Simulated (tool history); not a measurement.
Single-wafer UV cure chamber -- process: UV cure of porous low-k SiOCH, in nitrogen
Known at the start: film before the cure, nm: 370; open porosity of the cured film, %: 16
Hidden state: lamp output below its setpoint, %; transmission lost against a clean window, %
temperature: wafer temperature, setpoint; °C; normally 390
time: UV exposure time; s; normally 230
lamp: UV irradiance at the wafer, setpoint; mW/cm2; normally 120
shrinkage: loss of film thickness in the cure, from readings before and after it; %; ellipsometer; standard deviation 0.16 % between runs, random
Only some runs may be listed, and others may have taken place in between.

run	hour	temperature	time	lamp	wafers since the last listed run	hours since the UV bulbs were replaced	wafers since the quartz window was cleaned	shrinkage
1	0	396	230	120	0	952.1	1543	11.696
2	9.8	390	230	120	66	961.9	1610	11.549
3	52.7	390	230	120	292	1004.8	1902	11.885
4	66.4	390	230	120	93	1018.5	1996	11.539
5	81.2	390	230	120	100	1033.3	2096	11.83
# hour 95.4: UV bulbs replaced
6	97.3	390	230	120	55	1.9	2152	11.408
7	111.7	390	230	143	98	16.3	2250	12.252
8	117.8	390	230	143	41	22.4	2291	12.495
9	124.3	390	230	143	44	28.9	2336	12.091
10	135	390	195	130	72	39.6	2408	10.81
# hour 143.9: quartz window cleaned
11	151.3	390	230	152	56	55.9	50	13.829
12	168.5	390	230	108	117	73.1	167	12.065
13	174.7	378	330	93	42	79.3	209	12.678
14	180.9	390	230	120	42	85.5	252	12.39
15	190.8	384	180	120	67	95.4	319	11.201
16	206.5	410	325	136	106	111.1	426	14.908
17	223.6	396	175	94	116	128.2	543	9.892
18	230.1	409	185	100	44	134.7	587	10.688
19	241.7	390	230	154	79	146.3	666	13.245
20	248.5	390	230	120	46	153.1	712	12.282

Run-by-run hidden state of the tool:
lamp output below its setpoint, %: 0 in every run
H1: transmission lost against a clean window, %
run	H1
1	15.2
2	15.8
3	18.3
4	19.1
5	19.9
6	20.9
7	21.7
8	22.1
9	22.4
10	23.1
11	3.12
12	4.12
13	4.48
14	4.84
15	5.41
16	6.32
17	7.32
18	7.69
19	8.37
20	8.76
